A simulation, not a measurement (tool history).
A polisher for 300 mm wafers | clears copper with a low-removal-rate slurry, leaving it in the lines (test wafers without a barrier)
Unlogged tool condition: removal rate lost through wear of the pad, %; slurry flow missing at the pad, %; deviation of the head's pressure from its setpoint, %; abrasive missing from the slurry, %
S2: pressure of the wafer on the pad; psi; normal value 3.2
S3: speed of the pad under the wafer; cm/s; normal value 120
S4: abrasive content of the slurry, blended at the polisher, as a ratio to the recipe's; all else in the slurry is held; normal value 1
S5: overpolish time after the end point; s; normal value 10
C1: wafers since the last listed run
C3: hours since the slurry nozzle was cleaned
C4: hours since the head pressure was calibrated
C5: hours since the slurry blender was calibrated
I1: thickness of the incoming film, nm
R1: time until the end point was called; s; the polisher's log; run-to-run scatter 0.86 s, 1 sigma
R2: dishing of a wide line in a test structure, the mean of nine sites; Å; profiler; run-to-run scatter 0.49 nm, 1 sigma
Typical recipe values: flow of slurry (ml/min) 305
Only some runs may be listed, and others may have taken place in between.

Run 1, hour 0: usual settings but S3 92 cm/s; C1 0; wafers polished on this pad 643; C3 543.8; C4 738.7; C5 150.8; I1 420.6. Result: R1 134.4 s, R2 226 Å.
At hour 6.4: slurry blender recalibrated.
Run 2, hour 10.5: usual settings but S3 92 cm/s; C1 71; wafers polished on this pad 715; C3 554.3; C4 749.2; C5 4.1; I1 411.5. Result: R1 133.5 s, R2 225 Å.
Run 3, hour 21.3: usual settings but S2 2.4 psi, S5 7 s; C1 90; wafers polished on this pad 805; C3 565.1; C4 760; C5 14.9; I1 418. Result: R1 124.8 s, R2 171 Å.
Run 4, hour 38.2: usual settings but S2 2.4 psi, S5 7 s; C1 141; wafers polished on this pad 947; C3 582; C4 776.9; C5 31.8; I1 418.8. Result: R1 128 s, R2 172 Å.
Run 5, hour 68: usual settings but S2 2.4 psi, S5 7 s; C1 249; wafers polished on this pad 1196; C3 611.8; C4 806.7; C5 61.6; I1 419.8. Result: R1 131.7 s, R2 166 Å.
At hour 78.2: worn pad replaced by a new one.
Run 6, hour 84: usual settings but S5 5 s; C1 100; wafers polished on this pad 48; C3 627.8; C4 822.7; C5 77.6; I1 424.4. Result: R1 118.9 s, R2 138 Å.
Run 7, hour 93.2: usual settings; C1 77; wafers polished on this pad 126; C3 637; C4 831.9; C5 86.8; I1 421.8. Result: R1 117.9 s, R2 253 Å.
Run 8, hour 104.1: usual settings; C1 91; wafers polished on this pad 217; C3 647.9; C4 842.8; C5 97.7; I1 417.9. Result: R1 118.1 s, R2 250 Å.
Run 9, hour 117.5: usual settings; C1 112; wafers polished on this pad 329; C3 661.3; C4 856.2; C5 111.1; I1 421.5. Result: R1 118.4 s, R2 251 Å.
At hour 129.6: head pressure recalibrated.
At hour 138.9: worn pad replaced by a new one, repeated, since the last time left the tool worse.
Run 10, hour 145.1: usual settings but S3 92 cm/s, S4 1.15; C1 181; wafers polished on this pad 52; C3 688.9; C4 15.5; C5 138.7; I1 418.9. Result: R1 124.6 s, R2 237 Å.
Run 11, hour 153.4: usual settings but flow of slurry (ml/min) 335, S2 2.4 psi; C1 69; wafers polished on this pad 121; C3 697.2; C4 23.8; C5 147; I1 419.6. Result: R1 119.9 s, R2 250 Å.
Run 12, hour 165: usual settings but flow of slurry (ml/min) 335, S2 2.4 psi; C1 97; wafers polished on this pad 218; C3 708.8; C4 35.4; C5 158.6; I1 421.3. Result: R1 119.7 s, R2 245 Å.
At hour 169.3: slurry blender recalibrated.
At hour 180.7: slurry nozzle cleaned.
Run 13, hour 181.2: usual settings but S5 14 s; C1 110; wafers polished on this pad 329; C3 0.5; C4 51.6; C5 11.9; I1 415.7. Result: R1 101.4 s, R2 376 Å.
Run 14, hour 194.4: usual settings but S5 14 s; C1 110; wafers polished on this pad 440; C3 13.7; C4 64.8; C5 25.1; I1 419.7. Result: R1 102.5 s, R2 365 Å.
Run 15, hour 211.6: usual settings; C1 144; wafers polished on this pad 584; C3 30.9; C4 82; C5 42.3; I1 419.1. Result: R1 103.6 s, R2 277 Å.
Run 16, hour 219.6: usual settings but flow of slurry (ml/min) 255, S2 2.8 psi, S4 0.7, S5 12 s; C1 67; wafers polished on this pad 651; C3 38.9; C4 90; C5 50.3; I1 417.1. Result: R1 125.8 s, R2 274 Å.
Run 17, hour 230: usual settings; C1 87; wafers polished on this pad 738; C3 49.3; C4 100.4; C5 60.7; I1 417.2. Result: R1 104.5 s, R2 287 Å.
Run 18, hour 240.1: usual settings but flow of slurry (ml/min) 385, S2 2.4 psi, S4 1.15, S5 13 s; C1 84; wafers polished on this pad 823; C3 59.4; C4 110.5; C5 70.8; I1 419.4. Result: R1 117.9 s, R2 314 Å.
Run 19, hour 271.6: usual settings; C1 263; wafers polished on this pad 1087; C3 90.9; C4 142; C5 102.3; I1 412.3. Result: R1 108.2 s, R2 269 Å.
Run 20, hour 288: usual settings but flow of slurry (ml/min) 240, S2 2.2 psi; C1 137; wafers polished on this pad 1224; C3 107.3; C4 158.4; C5 118.7; I1 417. Result: R1 141.9 s, R2 210 Å.
At hour 301.3: worn pad replaced by a new one.
Run 21, hour 301.8: usual settings; C1 82; wafers polished on this pad 4; C3 121.1; C4 172.2; C5 132.5; I1 415.6. Result: R1 101 s, R2 295 Å.
Run 22, hour 315.4: usual settings but flow of slurry (ml/min) 375, S2 4.3 psi; C1 113; wafers polished on this pad 118; C3 134.7; C4 185.8; C5 146.1; I1 424.4. Result: R1 84.5 s, R2 332 Å.
Run 23, hour 324.3: usual settings but flow of slurry (ml/min) 355, S2 4.2 psi; C1 74; wafers polished on this pad 193; C3 143.6; C4 194.7; C5 155; I1 420.5. Result: R1 84.5 s, R2 333 Å.
Run 24, hour 336.3: usual settings but S4 0.9, S5 4 s; C1 100; wafers polished on this pad 293; C3 155.6; C4 206.7; C5 167; I1 417.4. Result: R1 104.1 s, R2 125 Å.
At hour 339: slurry blender recalibrated.
Run 25, hour 345.3: usual settings but flow of slurry (ml/min) 230, S5 12 s; C1 58; wafers polished on this pad 352; C3 164.6; C4 215.7; C5 6.3; I1 419.3. Result: R1 105.3 s, R2 310 Å.
Run 26, hour 356.6: usual settings but S2 2.4 psi, S3 82 cm/s, S4 1.25, S5 15 s; C1 94; wafers polished on this pad 447; C3 175.9; C4 227; C5 17.6; I1 424.5. Result: R1 164.4 s, R2 262 Å.
Run 27, hour 367.5: usual settings; C1 91; wafers polished on this pad 538; C3 186.8; C4 237.9; C5 28.5; I1 418.6. Result: R1 103.5 s, R2 278 Å.
Run 28, hour 381.7: usual settings but flow of slurry (ml/min) 395, S5 16 s; C1 119; wafers polished on this pad 657; C3 201; C4 252.1; C5 42.7; I1 417.5. Result: R1 102.9 s, R2 408 Å.

4 options for the next run, each taken on its own from the tool as it stands now. Forecast them:
Run A, hour 382.2: usual settings; C1 4; wafers polished on this pad 661; C3 201.5; C4 252.6; C5 43.2; I1 423.1. Result: R1 ?, R2 ?.
Run B, hour 382.2: usual settings but S2 2.4 psi, S4 1.2; C1 4; wafers polished on this pad 661; C3 201.5; C4 252.6; C5 43.2; I1 423.1. Result: R1 ?, R2 ?.
Run C, hour 382.2: usual settings but flow of slurry (ml/min) 265; C1 4; wafers polished on this pad 661; C3 201.5; C4 252.6; C5 43.2; I1 423.1. Result: R1 ?, R2 ?.
Run D, hour 382.2: usual settings but flow of slurry (ml/min) 210, S4 0.8, S5 8 s; C1 4; wafers polished on this pad 661; C3 201.5; C4 252.6; C5 43.2; I1 423.1. Result: R1 ?, R2 ?.

run     R1   R2
  A  106.6  280
  B  120.7  252
  C  108.2  277
  D    118  214
Stripped of hidden state, with their random variation kept, the same runs would have yielded:
run     R1   R2
  A  103.1  288
  B  116.7  259
  C  104.7  285
  D  114.1  220
